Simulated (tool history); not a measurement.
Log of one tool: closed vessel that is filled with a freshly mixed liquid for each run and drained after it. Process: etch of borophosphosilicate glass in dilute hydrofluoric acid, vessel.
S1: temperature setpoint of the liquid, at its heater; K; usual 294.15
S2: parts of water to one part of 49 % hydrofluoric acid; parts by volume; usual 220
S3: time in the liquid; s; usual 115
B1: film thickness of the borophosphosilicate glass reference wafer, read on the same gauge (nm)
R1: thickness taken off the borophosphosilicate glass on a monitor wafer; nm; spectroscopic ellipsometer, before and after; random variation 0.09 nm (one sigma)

run   hour      S1   S2   S3      B1     R1
  1    0.0  292.65  220  115  140.00  13.43
  2   45.9  296.65  140  115  139.99  26.56
  3   74.3  296.65  140  115  139.96  26.93
  4  106.3  296.65  140  115  140.00  27.12
  5  237.4  294.15  220  115  140.03  14.25
  6  273.3  294.15  220  115  140.07  14.27
  7  312.8  294.15  220  115  140.07  14.32
  8  361.7  294.15  220  115  140.01  14.50
  9  429.5  294.15  220  115  140.00  14.47
     455.3  -- gauge calibrated
     472.2  -- hydrofluoric acid flow meter replaced
 10  491.6  294.15  220  115  140.01  13.98
 11  543.4  294.15  265  115  140.04  11.17
 12  611.4  294.15  325   60  139.99   4.50
 13  739.3  290.15  150  115  139.99  18.69
     744.7  -- thermometer replaced
 14  807.5  294.15  220  115  140.00  14.00
 15  856.7  297.15  220  115  140.01  15.87
 16  906.3  290.65  160   65  139.95  10.24
 17  958.6  299.15  260  145  139.96  17.79

Run 18 comes next. What will it give?
 18  1003.9  296.15  155  50   ?   ?

{"run 18": {"B1": 139.98, "R1": 10.08}}
Without the tool's hidden state the same run would have given R1 9.77 nm.
